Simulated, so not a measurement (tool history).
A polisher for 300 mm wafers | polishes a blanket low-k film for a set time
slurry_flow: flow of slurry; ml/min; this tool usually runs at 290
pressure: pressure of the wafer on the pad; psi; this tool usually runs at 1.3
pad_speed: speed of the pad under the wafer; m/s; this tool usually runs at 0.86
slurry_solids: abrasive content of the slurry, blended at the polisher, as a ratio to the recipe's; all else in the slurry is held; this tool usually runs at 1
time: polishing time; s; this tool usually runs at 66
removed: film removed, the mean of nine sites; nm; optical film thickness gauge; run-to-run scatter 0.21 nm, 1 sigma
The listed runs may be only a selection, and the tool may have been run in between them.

run,hour,slurry_flow,pressure,pad_speed,slurry_solids,time,wafers since the last listed run,wafers polished on this pad,hours since the slurry nozzle was cleaned,hours since the head pressure was calibrated,hours since the slurry blender was calibrated,hours since the conditioning disc was replaced,"incoming thickness of the incoming film, nm",removed
1,0,290,1.3,0.86,1,66,0,2322,594.6,472.1,46.1,187.4,597,16.6
# hour 41.5: slurry nozzle cleaned
2,42,290,1.3,0.86,1,66,426,2748,0.5,514.1,88.1,229.4,602.5,16.1
# hour 47.6: worn pad replaced by a new one
3,89.7,290,1.3,0.64,1,66,454,438,48.2,561.8,135.8,277.1,602,12.8
4,145.2,290,1.3,0.64,1,66,577,1015,103.7,617.3,191.3,332.6,619.7,12.8
# hour 197: slurry blender recalibrated
5,197.5,350,1.3,0.86,1,66,523,1539,156,669.6,0.5,384.9,601.9,16
6,220.6,290,1.5,0.86,1,66,240,1779,179.1,692.7,23.6,408,616.8,17.5
# hour 230.4: conditioning disc replaced and pad reconditioned
# hour 280.1: worn pad replaced by a new one
7,280.6,290,1.5,0.86,1,66,562,4,239.1,752.7,83.6,50.2,612.7,18.6
8,351,290,1.5,0.86,1,66,732,737,309.5,823.1,154,120.6,614,18.2
9,400.1,325,1.3,0.86,0.75,66,511,1248,358.6,872.2,203.1,169.7,612.3,13.9
10,465.7,290,1.3,0.86,1,66,682,1931,424.2,937.8,268.7,235.3,607.3,16.3
# hour 469.6: slurry blender recalibrated
# hour 501.1: head pressure recalibrated
# hour 509.5: worn pad replaced by a new one
11,521.7,290,1.3,0.86,1,66,499,126,480.2,20.6,52.1,291.3,612.6,16.4
12,570.6,290,1.3,0.86,1,66,508,635,529.1,69.5,101,340.2,605.4,16.4
13,597.3,260,1.3,0.86,1,66,277,913,555.8,96.2,127.7,366.9,612.5,15.7
# hour 604.8: slurry nozzle cleaned
# hour 627.1: conditioning disc replaced and pad reconditioned
14,667.6,245,1.3,0.86,1,66,700,1614,62.8,166.5,198,40.5,601.2,16.5
# hour 725.4: slurry blender recalibrated
15,738.9,290,1.3,0.86,1.2,58,721,2335,134.1,237.8,13.5,111.8,608.1,15.8
# hour 758.2: worn pad replaced by a new one
16,776.2,290,1.3,0.86,1,89,346,187,171.4,275.1,50.8,149.1,605.6,21.9
17,809,290,1.6,0.86,1.1,66,341,528,204.2,307.9,83.6,181.9,613.1,19.9
18,850.6,290,1.3,0.86,1,66,432,961,245.8,349.5,125.2,223.5,603.9,16.2
19,879.5,290,1.3,0.86,1,66,300,1262,274.7,378.4,154.1,252.4,605,16.4
# hour 944.1: slurry blender recalibrated
# hour 977.1: conditioning disc replaced and pad reconditioned
# hour 1019.9: worn pad replaced by a new one
20,1073.6,290,1.6,0.86,1,54,1937,559,468.8,572.5,129.5,96.5,609.4,15.7
21,1122,290,1.6,1.08,0.8,76,503,1063,517.2,620.9,177.9,144.9,623.6,23.4
22,1180.8,200,1.6,0.86,1,66,612,1675,576,679.7,236.7,203.7,613.1,18.7
# hour 1202.5: slurry blender recalibrated
# hour 1212.5: slurry nozzle cleaned
23,1235,260,1.3,0.86,1,66,532,2208,22.5,733.9,32.5,257.9,598.3,16.3
24,1266.7,290,1.3,0.86,1,66,329,2538,54.2,765.6,64.2,289.6,614.3,16.4

Each row is a separate what-if for the run after 24, all from the same tool condition, not one after another. Results?
A,1267.1,290,1.3,1.08,1,66,4,2542,54.6,766,64.6,290,608.6,?
B,1267.1,290,0.9,0.96,0.85,51,4,2542,54.6,766,64.6,290,608.6,?
C,1267.1,290,1.3,0.86,1.15,66,4,2542,54.6,766,64.6,290,608.6,?

run,removed
A,19.4
B,9.9
C,17.4
With the hidden condition removed and each run's random variation left untouched, the same runs would have given:
run,removed
A,20.5
B,10.3
C,18.3

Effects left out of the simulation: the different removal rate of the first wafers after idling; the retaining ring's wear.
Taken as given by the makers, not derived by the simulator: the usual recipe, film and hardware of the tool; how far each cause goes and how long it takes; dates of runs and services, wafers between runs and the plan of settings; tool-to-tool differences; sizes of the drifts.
